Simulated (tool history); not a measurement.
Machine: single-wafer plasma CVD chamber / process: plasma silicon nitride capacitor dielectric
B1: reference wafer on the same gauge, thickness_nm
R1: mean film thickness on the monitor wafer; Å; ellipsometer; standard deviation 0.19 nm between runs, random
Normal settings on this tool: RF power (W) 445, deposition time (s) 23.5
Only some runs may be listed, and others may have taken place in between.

{"run": 1, "hour": 0.0, "RF power (W)": 470, "deposition time (s)": 26.1, "B1": 32.281, "R1": 410.89}
{"run": 2, "hour": 64.5, "RF power (W)": 470, "deposition time (s)": 26.1, "B1": 32.296, "R1": 409.93}
{"run": 3, "hour": 100.0, "RF power (W)": 445, "deposition time (s)": 23.5, "B1": 32.302, "R1": 364.98}
{"run": 4, "hour": 153.3, "RF power (W)": 445, "deposition time (s)": 23.5, "B1": 32.26, "R1": 366.17}
{"run": 5, "hour": 209.3, "RF power (W)": 445, "deposition time (s)": 23.5, "B1": 32.262, "R1": 368.76}
{"run": 6, "hour": 236.5, "RF power (W)": 445, "deposition time (s)": 23.5, "B1": 32.294, "R1": 366.58}
{"run": 7, "hour": 267.0, "RF power (W)": 445, "deposition time (s)": 23.5, "B1": 32.319, "R1": 366.59}
{"run": 8, "hour": 327.9, "RF power (W)": 445, "deposition time (s)": 23.5, "B1": 32.283, "R1": 367.8}
{"run": 9, "hour": 365.7, "RF power (W)": 445, "deposition time (s)": 23.5, "B1": 32.275, "R1": 365.1}
{"run": 10, "hour": 422.5, "RF power (W)": 445, "deposition time (s)": 23.5, "B1": 32.276, "R1": 368.0}
{"run": 11, "hour": 486.3, "RF power (W)": 445, "deposition time (s)": 23.5, "B1": 32.312, "R1": 364.04}
{"run": 12, "hour": 522.3, "RF power (W)": 445, "deposition time (s)": 23.5, "B1": 32.307, "R1": 367.65}
{"run": 13, "hour": 586.7, "RF power (W)": 445, "deposition time (s)": 23.5, "B1": 32.302, "R1": 371.45}
{"run": 14, "hour": 618.5, "RF power (W)": 470, "deposition time (s)": 23.5, "B1": 32.338, "R1": 370.01}
{"run": 15, "hour": 685.7, "RF power (W)": 405, "deposition time (s)": 20.3, "B1": 32.311, "R1": 311.43}
{"run": 16, "hour": 750.7, "RF power (W)": 390, "deposition time (s)": 26.0, "B1": 32.299, "R1": 398.26}
{"run": 17, "hour": 768.8, "RF power (W)": 375, "deposition time (s)": 27.7, "B1": 32.294, "R1": 417.97}
{"run": 18, "hour": 835.1, "RF power (W)": 500, "deposition time (s)": 27.5, "B1": 32.287, "R1": 434.93}
{"run": 19, "hour": 974.1, "RF power (W)": 415, "deposition time (s)": 20.5, "B1": 32.31, "R1": 314.34}
{"run": 20, "hour": 1025.4, "RF power (W)": 445, "deposition time (s)": 27.1, "B1": 32.304, "R1": 422.11}
{"run": 21, "hour": 1078.4, "RF power (W)": 420, "deposition time (s)": 23.5, "B1": 32.303, "R1": 362.63}
{"run": 22, "hour": 1110.3, "RF power (W)": 445, "deposition time (s)": 23.5, "B1": 32.261, "R1": 370.3}
{"run": 23, "hour": 1148.6, "RF power (W)": 470, "deposition time (s)": 18.8, "B1": 32.291, "R1": 296.82}
{"run": 24, "hour": 1207.0, "RF power (W)": 445, "deposition time (s)": 19.4, "B1": 32.307, "R1": 303.19}
{"run": 25, "hour": 1269.1, "RF power (W)": 445, "deposition time (s)": 23.5, "B1": 32.305, "R1": 363.51}

Withheld: 3 entries from between the runs. Position of each, and hidden state at the listed run before versus the listed run after:
Logged between run 14 and run 15: gauge calibrated (hour 643.0)
  the hidden state is the same at both runs
Logged between run 15 and run 16: RF generator calibrated (hour 704.5); showerhead replaced (hour 750.2)
  the hidden state is the same at both runs
